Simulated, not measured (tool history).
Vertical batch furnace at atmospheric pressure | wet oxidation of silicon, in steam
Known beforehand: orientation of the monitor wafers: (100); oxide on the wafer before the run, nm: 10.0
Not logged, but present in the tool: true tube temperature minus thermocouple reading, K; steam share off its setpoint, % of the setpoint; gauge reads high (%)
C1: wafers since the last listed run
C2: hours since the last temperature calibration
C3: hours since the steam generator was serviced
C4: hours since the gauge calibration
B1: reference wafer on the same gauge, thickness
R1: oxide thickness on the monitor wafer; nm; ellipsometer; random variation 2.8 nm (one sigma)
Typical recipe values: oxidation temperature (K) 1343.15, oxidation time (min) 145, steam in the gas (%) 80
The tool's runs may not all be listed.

{"run": 1, "hour": 0.0, "oxidation temperature (K)": 1326.15, "oxidation time (min)": 145, "steam in the gas (%)": 80, "C1": 0, "C2": 3221, "C3": 3319.8, "C4": 234.1, "B1": 974.03, "R1": 906.94}
{"run": 2, "hour": 49.8, "oxidation temperature (K)": 1326.15, "oxidation time (min)": 145, "steam in the gas (%)": 80, "C1": 408, "C2": 3270.8, "C3": 3369.6, "C4": 283.9, "B1": 977.16, "R1": 904.64}
{"run": 3, "hour": 89.8, "oxidation temperature (K)": 1328.15, "oxidation time (min)": 145, "steam in the gas (%)": 88, "C1": 328, "C2": 3310.8, "C3": 3409.6, "C4": 323.9, "B1": 978.94, "R1": 973.4}
{"run": 4, "hour": 141.8, "oxidation temperature (K)": 1328.15, "oxidation time (min)": 145, "steam in the gas (%)": 88, "C1": 426, "C2": 3362.8, "C3": 3461.6, "C4": 375.9, "B1": 980.36, "R1": 966.05}
{"run": 5, "hour": 197.7, "oxidation temperature (K)": 1328.15, "oxidation time (min)": 145, "steam in the gas (%)": 88, "C1": 458, "C2": 3418.7, "C3": 3517.5, "C4": 431.8, "B1": 982.52, "R1": 971.5}
{"run": 6, "hour": 299.9, "oxidation temperature (K)": 1334.15, "oxidation time (min)": 145, "steam in the gas (%)": 80, "C1": 838, "C2": 3520.9, "C3": 3619.7, "C4": 534, "B1": 985.19, "R1": 941.62}
{"run": 7, "hour": 337.4, "oxidation temperature (K)": 1343.15, "oxidation time (min)": 145, "steam in the gas (%)": 80, "C1": 307, "C2": 3558.4, "C3": 3657.2, "C4": 571.5, "B1": 984.94, "R1": 978.31}
{"run": 8, "hour": 384.0, "oxidation temperature (K)": 1343.15, "oxidation time (min)": 145, "steam in the gas (%)": 80, "C1": 382, "C2": 3605, "C3": 3703.8, "C4": 618.1, "B1": 985.59, "R1": 985.04}
{"hour": 448.7, "done": "steam generator serviced"}
{"run": 9, "hour": 449.2, "oxidation temperature (K)": 1343.15, "oxidation time (min)": 145, "steam in the gas (%)": 80, "C1": 338, "C2": 3670.2, "C3": 0.5, "C4": 683.3, "B1": 986.32, "R1": 988.75}
{"run": 10, "hour": 478.2, "oxidation temperature (K)": 1343.15, "oxidation time (min)": 145, "steam in the gas (%)": 80, "C1": 237, "C2": 3699.2, "C3": 29.5, "C4": 712.3, "B1": 986.63, "R1": 985.35}
{"run": 11, "hour": 518.0, "oxidation temperature (K)": 1343.15, "oxidation time (min)": 198, "steam in the gas (%)": 80, "C1": 326, "C2": 3739, "C3": 69.3, "C4": 752.1, "B1": 987.51, "R1": 1167.19}
{"run": 12, "hour": 589.1, "oxidation temperature (K)": 1343.15, "oxidation time (min)": 198, "steam in the gas (%)": 80, "C1": 583, "C2": 3810.1, "C3": 140.4, "C4": 823.2, "B1": 988.41, "R1": 1168.77}
{"run": 13, "hour": 623.5, "oxidation temperature (K)": 1325.15, "oxidation time (min)": 145, "steam in the gas (%)": 80, "C1": 282, "C2": 3844.5, "C3": 174.8, "C4": 857.6, "B1": 987.67, "R1": 915.53}
{"run": 14, "hour": 651.5, "oxidation temperature (K)": 1321.15, "oxidation time (min)": 116.5, "steam in the gas (%)": 88, "C1": 229, "C2": 3872.5, "C3": 202.8, "C4": 885.6, "B1": 989, "R1": 836.95}
{"run": 15, "hour": 681.2, "oxidation temperature (K)": 1343.15, "oxidation time (min)": 145, "steam in the gas (%)": 76, "C1": 243, "C2": 3902.2, "C3": 232.5, "C4": 915.3, "B1": 990.31, "R1": 953.09}
{"run": 16, "hour": 749.9, "oxidation temperature (K)": 1343.15, "oxidation time (min)": 145, "steam in the gas (%)": 88, "C1": 563, "C2": 3970.9, "C3": 301.2, "C4": 984, "B1": 988.89, "R1": 1037.81}
{"run": 17, "hour": 820.3, "oxidation temperature (K)": 1343.15, "oxidation time (min)": 198, "steam in the gas (%)": 80, "C1": 577, "C2": 4041.3, "C3": 371.6, "C4": 1054.4, "B1": 989.81, "R1": 1173.37}
{"hour": 860.9, "done": "thermocouples replaced and temperature profile calibrated"}
{"run": 18, "hour": 866.1, "oxidation temperature (K)": 1343.15, "oxidation time (min)": 145, "steam in the gas (%)": 80, "C1": 178, "C2": 5.2, "C3": 417.4, "C4": 1100.2, "B1": 989.65, "R1": 982.44}
{"hour": 871.8, "done": "gauge calibrated"}
{"run": 19, "hour": 903.2, "oxidation temperature (K)": 1328.15, "oxidation time (min)": 145, "steam in the gas (%)": 88, "C1": 304, "C2": 42.3, "C3": 454.5, "C4": 31.4, "B1": 952.27, "R1": 943.05}
{"run": 20, "hour": 947.4, "oxidation temperature (K)": 1357.15, "oxidation time (min)": 182.5, "steam in the gas (%)": 83, "C1": 362, "C2": 86.5, "C3": 498.7, "C4": 75.6, "B1": 954.78, "R1": 1159.97}
{"run": 21, "hour": 982.5, "oxidation temperature (K)": 1343.15, "oxidation time (min)": 145, "steam in the gas (%)": 80, "C1": 288, "C2": 121.6, "C3": 533.8, "C4": 110.7, "B1": 957.21, "R1": 956.59}
{"run": 22, "hour": 1016.3, "oxidation temperature (K)": 1343.15, "oxidation time (min)": 195, "steam in the gas (%)": 70, "C1": 277, "C2": 155.4, "C3": 567.6, "C4": 144.5, "B1": 960.27, "R1": 1047.34}
{"run": 23, "hour": 1057.8, "oxidation temperature (K)": 1335.15, "oxidation time (min)": 185.5, "steam in the gas (%)": 71, "C1": 340, "C2": 196.9, "C3": 609.1, "C4": 186, "B1": 963.46, "R1": 993.1}
{"run": 24, "hour": 1105.0, "oxidation temperature (K)": 1336.15, "oxidation time (min)": 124.5, "steam in the gas (%)": 68, "C1": 387, "C2": 244.1, "C3": 656.3, "C4": 233.2, "B1": 964.62, "R1": 781.27}

Hidden condition of the tool, last listed run before each entry between runs versus first listed run after:
Run 8 -> run 9: steam generator serviced (hour 448.7)
  gauge reads high (%): 3.45 -> 3.54
  measured less the result without the state, R1: +32.83 -> +33.85 nm
Run 17 -> run 18: thermocouples replaced and temperature profile calibrated (hour 860.9)
  gauge reads high (%): 3.85 -> 3.87
  measured less the result without the state, R1: +43.53 -> +36.62 nm
Run 18 -> run 19: gauge calibrated (hour 871.8)
  gauge reads high (%): 3.87 -> -0.0796
  measured less the result without the state, R1: +36.62 -> -0.75 nm
